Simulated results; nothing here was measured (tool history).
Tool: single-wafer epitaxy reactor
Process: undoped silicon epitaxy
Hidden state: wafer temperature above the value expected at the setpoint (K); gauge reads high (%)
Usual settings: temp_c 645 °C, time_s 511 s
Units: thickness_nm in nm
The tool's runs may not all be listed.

run    hour  temp_c  time_s  wafers since the last listed run  hours since the last pyrometer calibration  hours since the gauge calibration  read-back reference wafer on the same gauge, thickness_nm  thickness_nm
  1     0.0     640     589                                 0                                      1471.7                              231.6                                                     72.018        72.668
  2    70.3     645     511                               236                                      1542.0                              301.9                                                     71.932        71.247
  3   120.6     645     511                               169                                      1592.3                              352.2                                                     72.024        71.606
  4   176.7     645     464                               188                                      1648.4                              408.3                                                     71.999        65.284
  5   213.1     645     464                               122                                      1684.8                              444.7                                                     72.024        65.386
  6   311.0     645     464                               329                                      1782.7                              542.6                                                     71.993        65.852
  7   372.9     656     511                               208                                      1844.6                              604.5                                                     72.062        94.666
  8   460.1     656     511                               293                                      1931.8                              691.7                                                     71.931        94.437
  9   553.4     656     511                               313                                      2025.1                              785.0                                                     72.009        94.454
 10   602.8     645     511                               166                                      2074.5                              834.4                                                     71.998        72.608
 11   707.4     650     442                               351                                      2179.1                              939.0                                                     72.108        70.457
 12   787.0     655     511                               267                                      2258.7                             1018.6                                                     72.004        92.817
 13   871.0     645     603                               282                                      2342.7                             1102.6                                                     72.041        85.832
      977.5  -- gauge calibrated
     1095.1  -- pyrometer calibrated
 14  1114.1     645     551                               790                                        19.0                              136.6                                                     72.042        74.652
 15  1170.0     655     511                               188                                        74.9                              192.5                                                     71.967        89.283
 16  1228.7     639     465                               197                                       133.6                              251.2                                                     72.010        54.818
 17  1279.9     645     511                               172                                       184.8                              302.4                                                     71.862        69.902
 18  1318.6     645     511                               130                                       223.5                              341.1                                                     71.904        69.706
 19  1400.7     645     546                               276                                       305.6                              423.2                                                     72.011        75.168
 20  1471.6     645     511                               238                                       376.5                              494.1                                                     72.059        70.254
 21  1559.8     652     411                               296                                       464.7                              582.3                                                     72.013        67.247

3 ways to go on from here, each from the tool as it stands after run 21. What would each give?
  A  1560.3     645     511                                 1                                       465.2                              582.8                                                          ?             ?
  B  1560.3     653     450                                 1                                       465.2                              582.8                                                          ?             ?
  C  1560.3     649     441                                 1                                       465.2                              582.8                                                          ?             ?

run  read-back reference wafer on the same gauge, thickness_nm  thickness_nm
  A                                                     71.971        69.338
  B                                                     71.971        74.490
  C                                                     71.971        66.126
Without the tool's hidden state the same runs would have given:
run  thickness_nm
  A        68.968
  B        74.100
  C        65.776
